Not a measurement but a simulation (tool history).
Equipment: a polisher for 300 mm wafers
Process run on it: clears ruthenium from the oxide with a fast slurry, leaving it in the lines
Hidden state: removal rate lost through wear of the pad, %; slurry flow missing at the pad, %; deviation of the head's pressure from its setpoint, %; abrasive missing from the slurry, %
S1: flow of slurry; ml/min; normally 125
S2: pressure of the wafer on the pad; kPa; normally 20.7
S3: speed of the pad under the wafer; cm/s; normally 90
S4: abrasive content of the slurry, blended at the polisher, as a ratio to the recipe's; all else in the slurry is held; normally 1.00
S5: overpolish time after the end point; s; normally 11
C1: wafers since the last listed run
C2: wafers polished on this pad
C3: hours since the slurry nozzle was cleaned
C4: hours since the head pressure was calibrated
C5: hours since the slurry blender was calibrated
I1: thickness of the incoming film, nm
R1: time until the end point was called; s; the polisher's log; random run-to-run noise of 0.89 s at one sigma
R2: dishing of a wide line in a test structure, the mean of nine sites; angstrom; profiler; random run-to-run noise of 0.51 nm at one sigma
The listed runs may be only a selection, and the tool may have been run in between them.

run	hour	S1	S2	S3	S4	S5	C1	C2	C3	C4	C5	I1	R1	R2
1	0.0	125	20.7	90	1.00	11	0	244	35.1	655.5	16.4	178.0	47.7	207
2	54.4	125	20.7	90	1.00	11	312	557	89.5	709.9	70.8	181.9	49.7	204
3	113.2	125	20.7	90	1.00	11	338	895	148.3	768.7	129.6	180.6	49.1	207
# hour 184.3: slurry blender recalibrated
# hour 187.0: worn pad replaced by a new one
4	239.2	125	20.7	90	1.00	11	697	300	274.3	894.7	54.9	181.9	47.3	206
5	305.5	125	20.7	90	1.00	11	381	681	340.6	961.0	121.2	180.4	50.7	212
6	361.9	125	24.1	90	1.00	11	324	1005	397.0	1017.4	177.6	180.8	44.6	220
# hour 403.0: slurry blender recalibrated
7	408.8	125	24.1	90	1.00	11	258	1264	443.9	1064.3	5.8	180.8	47.4	210
# hour 419.0: worn pad replaced by a new one
8	462.6	125	24.1	90	1.00	11	286	250	497.7	1118.1	59.6	176.7	40.4	230
# hour 502.7: slurry nozzle cleaned
9	525.9	125	20.7	90	1.00	11	358	608	23.2	1181.4	122.9	180.2	49.4	204
# hour 571.2: head pressure recalibrated
# hour 596.2: slurry blender recalibrated
# hour 607.5: worn pad replaced by a new one
10	736.2	105	20.7	90	1.00	9	1163	739	233.5	165.0	140.0	178.2	51.7	181
# hour 791.6: worn pad replaced by a new one
11	805.5	140	20.7	90	1.00	11	375	80	302.8	234.3	209.3	181.1	46.1	218
# hour 823.5: slurry blender recalibrated
12	847.1	160	24.1	90	1.00	8	227	307	344.4	275.9	23.6	181.9	38.4	202
13	890.9	145	14.5	90	0.85	11	251	559	388.2	319.7	67.4	179.8	81.6	163
14	951.3	125	20.7	90	1.00	11	347	907	448.6	380.1	127.8	181.5	52.9	203
15	1005.6	90	17.2	120	0.85	11	312	1219	502.9	434.4	182.1	178.5	61.6	181
# hour 1015.9: slurry nozzle cleaned
# hour 1017.5: worn pad replaced by a new one
# hour 1019.6: slurry blender recalibrated
16	1029.8	125	20.7	90	1.00	11	113	59	13.9	458.6	10.2	176.9	46.4	204

Forecast each of these 5 alternatives for the next run:
A	1030.2	125	20.7	76	1.00	11	2	61	14.3	459.0	10.6	179.5	?	?
B	1030.2	100	16.5	90	1.00	11	2	61	14.3	459.0	10.6	179.5	?	?
C	1030.2	125	20.7	90	0.75	11	2	61	14.3	459.0	10.6	179.5	?	?
D	1030.2	125	14.5	90	1.00	11	2	61	14.3	459.0	10.6	179.5	?	?
E	1030.2	105	20.7	90	0.90	8	2	61	14.3	459.0	10.6	179.5	?	?

run	R1	R2
A	53.7	207
B	59.9	195
C	60.5	194
D	64.7	187
E	51.7	177
Stripped of hidden state, with their random variation kept, the same runs would have yielded:
run	R1	R2
A	53.5	207
B	59.8	196
C	60.4	195
D	64.5	188
E	51.6	177
